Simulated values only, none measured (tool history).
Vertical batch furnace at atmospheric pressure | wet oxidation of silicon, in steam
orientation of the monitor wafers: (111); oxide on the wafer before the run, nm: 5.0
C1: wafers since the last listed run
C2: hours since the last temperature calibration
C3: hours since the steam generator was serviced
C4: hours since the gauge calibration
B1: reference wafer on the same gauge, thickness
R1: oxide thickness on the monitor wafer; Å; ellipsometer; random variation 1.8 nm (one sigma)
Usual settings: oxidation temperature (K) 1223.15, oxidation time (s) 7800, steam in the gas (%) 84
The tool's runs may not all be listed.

Run 1, hour 0.0: usual settings; C1 0; C2 2884.5; C3 2509.4; C4 1296.3; B1 482.79. Result: R1 4831.4 Å.
Run 2, hour 60.1: usual settings but oxidation temperature (K) 1206.15, steam in the gas (%) 82; C1 485; C2 2944.6; C3 2569.5; C4 1356.4; B1 482.25. Result: R1 4215.1 Å.
Run 3, hour 135.0: usual settings but oxidation temperature (K) 1206.15, steam in the gas (%) 82; C1 604; C2 3019.5; C3 2644.4; C4 1431.3; B1 481.15. Result: R1 4237.8 Å.
Run 4, hour 204.2: usual settings but oxidation temperature (K) 1206.15, steam in the gas (%) 82; C1 558; C2 3088.7; C3 2713.6; C4 1500.5; B1 482.04. Result: R1 4236.5 Å.
Run 5, hour 266.2: usual settings but oxidation time (s) 10740; C1 500; C2 3150.7; C3 2775.6; C4 1562.5; B1 481.80. Result: R1 5898.4 Å.
Run 6, hour 352.9: usual settings but oxidation time (s) 10740; C1 700; C2 3237.4; C3 2862.3; C4 1649.2; B1 482.06. Result: R1 5875.2 Å.
Run 7, hour 414.3: usual settings; C1 495; C2 3298.8; C3 2923.7; C4 1710.6; B1 481.31. Result: R1 4820.7 Å.
Run 8, hour 486.2: usual settings; C1 580; C2 3370.7; C3 2995.6; C4 1782.5; B1 482.64. Result: R1 4784.6 Å.
Run 9, hour 528.4: usual settings; C1 340; C2 3412.9; C3 3037.8; C4 1824.7; B1 481.91. Result: R1 4797.1 Å.
Run 10, hour 616.4: usual settings; C1 710; C2 3500.9; C3 3125.8; C4 1912.7; B1 481.96. Result: R1 4768.7 Å.
Run 11, hour 668.9: usual settings but oxidation temperature (K) 1207.15, oxidation time (s) 8940; C1 423; C2 3553.4; C3 3178.3; C4 1965.2; B1 482.41. Result: R1 4738.6 Å.
Run 12, hour 736.4: usual settings but oxidation temperature (K) 1207.15, oxidation time (s) 8940; C1 545; C2 3620.9; C3 3245.8; C4 2032.7; B1 481.78. Result: R1 4720.7 Å.
Run 13, hour 840.4: usual settings but oxidation temperature (K) 1207.15, oxidation time (s) 8940; C1 839; C2 3724.9; C3 3349.8; C4 2136.7; B1 482.33. Result: R1 4691.8 Å.
At hour 931.2: thermocouples replaced and temperature profile calibrated.
Run 14, hour 934.9: usual settings; C1 569; C2 3.7; C3 3444.3; C4 2231.2; B1 482.05. Result: R1 4617.6 Å.
Run 15, hour 973.7: usual settings; C1 313; C2 42.5; C3 3483.1; C4 2270.0; B1 481.83. Result: R1 4632.1 Å.
At hour 1067.0: steam generator serviced.
Run 16, hour 1067.5: usual settings; C1 563; C2 136.3; C3 0.5; C4 2363.8; B1 481.13. Result: R1 4828.8 Å.
Run 17, hour 1132.1: usual settings; C1 521; C2 200.9; C3 65.1; C4 2428.4; B1 481.87. Result: R1 4851.4 Å.
At hour 1155.4: gauge calibrated.
Run 18, hour 1181.2: usual settings; C1 396; C2 250.0; C3 114.2; C4 25.8; B1 482.68. Result: R1 4836.2 Å.
Run 19, hour 1260.8: usual settings but oxidation temperature (K) 1201.15; C1 642; C2 329.6; C3 193.8; C4 105.4; B1 482.16. Result: R1 4159.2 Å.
Run 20, hour 1346.6: usual settings but oxidation temperature (K) 1230.15, oxidation time (s) 5160, steam in the gas (%) 74; C1 692; C2 415.4; C3 279.6; C4 191.2; B1 482.34. Result: R1 3561.3 Å.
Run 21, hour 1438.1: usual settings but oxidation temperature (K) 1242.15, oxidation time (s) 5160, steam in the gas (%) 77; C1 738; C2 506.9; C3 371.1; C4 282.7; B1 481.66. Result: R1 3955.5 Å.
Run 22, hour 1476.8: usual settings but oxidation temperature (K) 1234.15, oxidation time (s) 6480, steam in the gas (%) 77; C1 312; C2 545.6; C3 409.8; C4 321.4; B1 482.02. Result: R1 4366.6 Å.
Run 23, hour 1525.3: usual settings but oxidation temperature (K) 1248.15, oxidation time (s) 11010; C1 391; C2 594.1; C3 458.3; C4 369.9; B1 481.94. Result: R1 6930.6 Å.
Run 24, hour 1750.8: usual settings but oxidation time (s) 11340; C1 1820; C2 819.6; C3 683.8; C4 595.4; B1 481.90. Result: R1 6126.7 Å.
Run 25, hour 1908.4: usual settings; C1 1272; C2 977.2; C3 841.4; C4 753.0; B1 481.82. Result: R1 4860.7 Å.
Run 26, hour 1977.3: usual settings but oxidation temperature (K) 1243.15, oxidation time (s) 10440, steam in the gas (%) 73; C1 556; C2 1046.1; C3 910.3; C4 821.9; B1 481.62. Result: R1 6038.2 Å.
Run 27, hour 2034.2: usual settings; C1 459; C2 1103.0; C3 967.2; C4 878.8; B1 482.25. Result: R1 4845.4 Å.
Run 28, hour 2126.8: usual settings but oxidation temperature (K) 1199.15, oxidation time (s) 10830; C1 747; C2 1195.6; C3 1059.8; C4 971.4; B1 482.63. Result: R1 5140.0 Å.
Run 29, hour 2173.2: usual settings; C1 374; C2 1242.0; C3 1106.2; C4 1017.8; B1 482.06. Result: R1 4865.3 Å.
Run 30, hour 2242.3: usual settings but oxidation time (s) 4230; C1 557; C2 1311.1; C3 1175.3; C4 1086.9; B1 481.65. Result: R1 3241.9 Å.
Run 31, hour 2335.5: usual settings but oxidation temperature (K) 1203.15, oxidation time (s) 9480, steam in the gas (%) 95; C1 752; C2 1404.3; C3 1268.5; C4 1180.1; B1 481.87. Result: R1 5250.5 Å.
Run 32, hour 2413.3: usual settings; C1 628; C2 1482.1; C3 1346.3; C4 1257.9; B1 482.08. Result: R1 4842.5 Å.
Run 33, hour 2466.7: usual settings but oxidation temperature (K) 1205.15, oxidation time (s) 9000; C1 431; C2 1535.5; C3 1399.7; C4 1311.3; B1 482.29. Result: R1 4711.7 Å.
Run 34, hour 2564.8: usual settings; C1 792; C2 1633.6; C3 1497.8; C4 1409.4; B1 482.34. Result: R1 4847.2 Å.
Run 35, hour 2656.1: usual settings but oxidation temperature (K) 1244.15; C1 737; C2 1724.9; C3 1589.1; C4 1500.7; B1 481.93. Result: R1 5492.3 Å.
Run 36, hour 2738.3: usual settings but oxidation temperature (K) 1242.15, oxidation time (s) 5160, steam in the gas (%) 77; C1 663; C2 1807.1; C3 1671.3; C4 1582.9; B1 481.78. Result: R1 3994.0 Å.
Run 37, hour 2827.6: usual settings; C1 721; C2 1896.4; C3 1760.6; C4 1672.2; B1 481.96. Result: R1 4850.9 Å.
Run 38, hour 2909.7: usual settings but oxidation temperature (K) 1245.15; C1 662; C2 1978.5; C3 1842.7; C4 1754.3; B1 482.51. Result: R1 5546.9 Å.

Hidden state at the last listed run before each entry between runs and at the first one after, where it differs:
Between runs 13 and 14: thermocouples replaced and temperature profile calibrated (hour 931.2)
  true tube temperature minus thermocouple reading, K: 4.69 -> 0.264; steam share off its setpoint, % of the setpoint: -7.61 -> -7.99
  measured less the result without the state, R1: -100.3 -> -247.5 Å
Between runs 15 and 16: steam generator serviced (hour 1067.0)
  true tube temperature minus thermocouple reading, K: 0.309 -> 0.418; steam share off its setpoint, % of the setpoint: -8.16 -> -1.5
  measured less the result without the state, R1: -252.5 -> -34.2 Å
Between runs 17 and 18: gauge calibrated (hour 1155.4)
  true tube temperature minus thermocouple reading, K: 0.492 -> 0.549; steam share off its setpoint, % of the setpoint: -1.5 -> -1.51
  measured less the result without the state, R1: -32.1 -> -30.4 Å

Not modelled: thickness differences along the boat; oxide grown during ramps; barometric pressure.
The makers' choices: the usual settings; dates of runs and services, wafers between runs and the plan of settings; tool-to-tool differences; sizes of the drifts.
